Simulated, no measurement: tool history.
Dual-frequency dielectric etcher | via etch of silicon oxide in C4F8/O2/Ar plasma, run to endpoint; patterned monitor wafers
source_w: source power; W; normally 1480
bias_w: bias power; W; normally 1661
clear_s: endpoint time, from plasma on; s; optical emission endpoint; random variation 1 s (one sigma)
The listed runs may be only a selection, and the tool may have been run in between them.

run,hour,source_w,bias_w,wafers since the last listed run,hours since the last wet clean,hours since the last source power generator calibration,hours since the last bias power generator calibration,hours since the last upper electrode change,"incoming incoming film thickness, nm",clear_s
1,0,1480,1867,0,58.7,3566.6,2257.4,2500.1,1247.6,284.3
2,104.1,1480,1867,812,162.8,3670.7,2361.5,2604.2,1244.7,281.5
3,143.4,1480,1661,306,202.1,3710,2400.8,2643.5,1251.6,291.7
4,238.7,1480,1661,744,297.4,3805.3,2496.1,2738.8,1240.3,287.8
5,281.5,1480,1661,334,340.2,3848.1,2538.9,2781.6,1249.7,290.7
6,350.1,1620,1830,535,408.8,3916.7,2607.5,2850.2,1254.2,277.9
7,409.7,1620,1830,465,468.4,3976.3,2667.1,2909.8,1253.8,277
8,470.8,1620,1830,477,529.5,4037.4,2728.2,2970.9,1265.6,279.8
9,537,1480,1661,516,595.7,4103.6,2794.4,3037.1,1270.9,297
# hour 609.8: wet clean of the chamber
10,638.5,1480,1661,605,28.7,4205.1,2895.9,3138.6,1250,292.2
11,707.8,1480,1661,541,98,4274.4,2965.2,3207.9,1229.6,287.1
12,773.2,1710,1661,510,163.4,4339.8,3030.6,3273.3,1254.1,281.2
13,856.5,1710,1661,650,246.7,4423.1,3113.9,3356.6,1245.1,277.5
14,915.8,1710,1661,462,306,4482.4,3173.2,3415.9,1253.8,280.1
15,954.5,1340,1392,302,344.7,4521.1,3211.9,3454.6,1247.7,308.7
16,1003,1340,1392,378,393.2,4569.6,3260.4,3503.1,1251.4,313.3
# hour 1128.8: wet clean of the chamber
17,1129.3,1600,1536,798,0.5,4695.9,3386.7,3629.4,1259.4,291.3
18,1172.6,1780,1398,338,43.8,4739.2,3430,3672.7,1249.9,283.9
19,1265,1780,1952,721,136.2,4831.6,3522.4,3765.1,1245.2,264.9
# hour 1304.2: bias power generator calibrated
20,1336.9,1800,1351,530,208.1,4903.5,32.7,3837,1265,288.3
21,1437.7,1480,1661,786,308.9,5004.3,133.5,3937.8,1248.7,291.1
# hour 1524.1: upper electrode replaced
22,1524.6,1340,1268,491,395.8,5091.2,220.4,0.5,1254.3,320.7
23,1588.6,1660,1905,499,459.8,5155.2,284.4,64.5,1245.8,272.9
24,1645.4,1730,2030,443,516.6,5212,341.2,121.3,1254.6,267
# hour 1696.4: source power generator calibrated
# hour 1720.9: wet clean of the chamber
25,1730.7,1330,1326,447,9.8,34.3,426.5,206.6,1248.7,316.6
26,1807.3,1480,1661,598,86.4,110.9,503.1,283.2,1245,291.3
27,1887.2,1580,1872,623,166.3,190.8,583,363.1,1255.3,279.2
28,1965,1480,1661,607,244.1,268.6,660.8,440.9,1251.7,294.8
29,2036.1,1820,1899,555,315.2,339.7,731.9,512,1252.5,267
30,2114.1,1160,2058,608,393.2,417.7,809.9,590,1259.7,301.6
31,2158.1,1480,1661,343,437.2,461.7,853.9,634,1255.5,292.6
# hour 2240.6: wet clean of the chamber
32,2304.7,1480,1661,957,64.1,608.3,1000.5,780.6,1251.5,291.4
33,2359.4,1790,1940,427,118.8,663,1055.2,835.3,1242.1,264.3
34,2440.4,1710,1661,632,199.8,744,1136.2,916.3,1249.9,277.3
35,2522.2,1230,1382,638,281.6,825.8,1218,998.1,1247.3,322.7

Across each entry between runs, compare the hidden state at the last listed run before it with the hidden state at the first listed run after it:
After run 9, before run 10: wet clean of the chamber (hour 609.8)
  both runs share identical hidden conditions
After run 16, before run 17: wet clean of the chamber (hour 1128.8)
  both runs share identical hidden conditions
After run 19, before run 20: bias power generator calibrated (hour 1304.2)
  both runs share identical hidden conditions
After run 21, before run 22: upper electrode replaced (hour 1524.1)
  both runs share identical hidden conditions
After run 24, before run 25: source power generator calibrated (hour 1696.4); wet clean of the chamber (hour 1720.9)
  both runs share identical hidden conditions
After run 31, before run 32: wet clean of the chamber (hour 2240.6)
  both runs share identical hidden conditions
